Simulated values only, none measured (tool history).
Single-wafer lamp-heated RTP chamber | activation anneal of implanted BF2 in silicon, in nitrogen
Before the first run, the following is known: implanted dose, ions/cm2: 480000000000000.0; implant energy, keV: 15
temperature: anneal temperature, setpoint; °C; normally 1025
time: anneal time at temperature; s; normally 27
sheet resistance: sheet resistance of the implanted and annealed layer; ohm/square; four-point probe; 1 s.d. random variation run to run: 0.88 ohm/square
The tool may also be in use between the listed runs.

run     day  temperature  time  wafers since the last listed run  wafers since the last pyrometer calibration  wafers since the reflector plate was cleaned  hours since the gauge calibration  read-back reference wafer on the same gauge, sheet resistance  sheet resistance
  1       0         1046    27                                 0                                         1092                                          8681                              575.1                                                         307.77            267.64
  2   0.779         1046    27                               309                                         1402                                          8991                              593.8                                                         308.14            270.05
      2.571  -- reflector plate cleaned
  3   2.592         1025    27                               588                                         1990                                             8                              637.3                                                         307.73            285.55
  4   3.662         1025    27                               425                                         2415                                           433                                663                                                         308.12            284.49
  5   4.729         1025    27                               424                                         2839                                           857                              688.6                                                         308.12            284.88
  6   5.829         1025    33                               437                                         3277                                          1295                                715                                                         307.67            280.89
  7   6.796         1025    33                               384                                         3661                                          1679                              738.2                                                         308.03            280.28
  8   8.008         1025    33                               482                                         4143                                          2161                              767.3                                                         307.55            277.73
  9   8.588         1025    40                               230                                         4373                                          2391                              781.2                                                         308.34            275.03
 10   9.596         1017    40                               400                                         4774                                          2792                              805.4                                                         307.73            277.97
 11  10.333         1017    40                               293                                         5067                                          3085                              823.1                                                         308.43            279.87
 12  11.229         1025    27                               356                                         5423                                          3441                              844.6                                                         307.86            280.32
 13  12.692         1025    27                               581                                         6005                                          4023                              879.7                                                         308.12            280.97
 14  13.438         1049    27                               296                                         6301                                          4319                              897.6                                                         307.96            268.21
     14.579  -- pyrometer window cleaned and pyrometer calibrated
 15    14.6         1049    27                               329                                            8                                          4649                              925.5                                                         307.98            268.55
 16  15.888         1025    16                               511                                          520                                          5161                              956.4                                                            308            288.69
 17  16.621         1025    16                               291                                          811                                          5452                                974                                                         308.09            290.17
 18  17.862         1025    27                               493                                         1305                                          5946                             1003.8                                                            308            282.53
 19  21.883         1038    18                              1598                                         2903                                          7544                             1100.3                                                         308.03            278.86
 20  23.033         1025    38                               457                                         3360                                          8001                             1127.9                                                         308.23            273.46
 21  23.825         1025    27                               314                                         3675                                          8316                             1146.9                                                         307.81             279.8
     24.542  -- gauge calibrated
 22  25.212         1025    27                               551                                         4227                                          8868                               16.1                                                         307.92            280.41
     25.692  -- reflector plate cleaned
 23    26.6         1004    37                               419                                         4646                                           360                               49.4                                                         307.95            292.16
 24  27.421          998    32                               326                                         4972                                           686                               69.1                                                         307.85            297.36
 25  28.662         1051    12                               493                                         5466                                          1180                               98.9                                                         308.08             280.6
 26  29.288         1015    38                               248                                         5714                                          1428                              113.9                                                         308.07            284.29
      29.95  -- pyrometer window cleaned and pyrometer calibrated
 27  30.383         1025    27                               303                                          171                                          1731                              140.2                                                         307.92            281.84
 28  31.792         1046    42                               559                                          731                                          2291                                174                                                         307.97            264.26
 29  32.858         1025    20                               424                                         1155                                          2715                              199.6                                                         307.66            285.93
 30  33.446         1008    14                               233                                         1389                                          2949                              213.7                                                         308.18            301.68
 31  37.896          995    41                              1769                                         3158                                          4718                              320.5                                                         308.37            291.73
 32  38.842         1043    19                               375                                         3534                                          5094                              343.2                                                          307.9            274.98
 33  39.658         1025    27                               324                                         3858                                          5419                              362.8                                                         307.73            280.52
 34  40.558         1013    27                               357                                         4216                                          5776                              384.4                                                         307.87            288.62
 35  41.562         1017    41                               399                                         4615                                          6176                              408.5                                                         307.98            276.26
 36  42.512         1025    27                               377                                         4993                                          6553                              431.3                                                         307.97            280.32

How the hidden state differs across the entries between the runs, from the last listed run before each to the first after it:
Run 2 -> run 3: reflector plate cleaned (day 2.571)
  wafer temperature error from the tarnished reflector plate, K: 8.04 -> 0.601
  measured value less the no-hidden-state value, sheet resistance: -3.57 -> -0.4 ohm/square
Run 14 -> run 15: pyrometer window cleaned and pyrometer calibrated (day 14.579)
  wafer temperature error from the tarnished reflector plate, K: 6.97 -> 7.25
  measured value less the no-hidden-state value, sheet resistance: -2.74 -> -2.83 ohm/square
Run 21 -> run 22: gauge calibrated (day 24.542)
  wafer temperature error from the tarnished reflector plate, K: 8.48 -> 8.56
  measured value less the no-hidden-state value, sheet resistance: -5.67 -> -5.74 ohm/square
Run 22 -> run 23: reflector plate cleaned (day 25.692)
  wafer temperature error from the tarnished reflector plate, K: 8.56 -> 2.45
  measured value less the no-hidden-state value, sheet resistance: -5.74 -> -1.57 ohm/square
Run 26 -> run 27: pyrometer window cleaned and pyrometer calibrated (day 29.95)
  wafer temperature error from the tarnished reflector plate, K: 4.66 -> 5.36
  measured value less the no-hidden-state value, sheet resistance: -3 -> -3.59 ohm/square
